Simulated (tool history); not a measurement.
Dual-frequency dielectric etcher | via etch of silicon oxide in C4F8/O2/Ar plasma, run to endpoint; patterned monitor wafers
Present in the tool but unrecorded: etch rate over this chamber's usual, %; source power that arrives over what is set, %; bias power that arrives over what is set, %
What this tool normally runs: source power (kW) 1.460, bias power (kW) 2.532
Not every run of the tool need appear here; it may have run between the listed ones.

| run | hour | source power (kW) | bias power (kW) | wafers since the last listed run | hours since the last wet clean | hours since the last source power generator calibration | hours since the last bias power generator calibration | hours since the last upper electrode change | incoming incoming film thickness, nm | endpoint time (s) |
|---|---|---|---|---|---|---|---|---|---|---|
| 1 | 0.0 | 1.460 | 2.532 | 0 | 586.3 | 2481.4 | 2576.5 | 3605.5 | 783.1 | 151.7 |
| 2 | 15.1 | 1.460 | 2.532 | 77 | 601.4 | 2496.5 | 2591.6 | 3620.6 | 791.0 | 153.7 |
| 3 | 25.0 | 1.460 | 2.532 | 50 | 611.3 | 2506.4 | 2601.5 | 3630.5 | 784.1 | 151.0 |
| 4 | 31.7 | 1.460 | 2.532 | 34 | 618.0 | 2513.1 | 2608.2 | 3637.2 | 794.6 | 152.5 |
| 5 | 46.8 | 1.460 | 2.532 | 77 | 633.1 | 2528.2 | 2623.3 | 3652.3 | 788.8 | 151.3 |
|  | 75.3 | wet clean of the chamber |
| 6 | 75.8 | 1.460 | 2.532 | 25 | 0.5 | 2557.2 | 2652.3 | 3681.3 | 792.6 | 161.0 |
| 7 | 78.6 | 1.460 | 2.532 | 14 | 3.3 | 2560.0 | 2655.1 | 3684.1 | 786.4 | 160.8 |
|  | 83.6 | bias power generator calibrated |
| 8 | 86.6 | 1.460 | 2.532 | 20 | 11.3 | 2568.0 | 3.0 | 3692.1 | 790.3 | 160.0 |
| 9 | 103.5 | 1.460 | 2.532 | 86 | 28.2 | 2584.9 | 19.9 | 3709.0 | 796.6 | 162.8 |
| 10 | 116.8 | 1.460 | 2.532 | 68 | 41.5 | 2598.2 | 33.2 | 3722.3 | 787.0 | 158.8 |
|  | 144.5 | upper electrode replaced |
| 11 | 145.0 | 1.660 | 3.019 | 21 | 69.7 | 2626.4 | 61.4 | 0.5 | 789.4 | 145.7 |

Estimate the outcome of run 12 from the log above:
| 12 | 145.3 | 1.700 | 2.532 | 0 | 70.0 | 2626.7 | 61.7 | 0.8 | 785.2 | ? |

{"run 12": {"endpoint time (s)": 148.1}}
With no hidden state in the tool, this same run would have given endpoint time (s) 149.0.
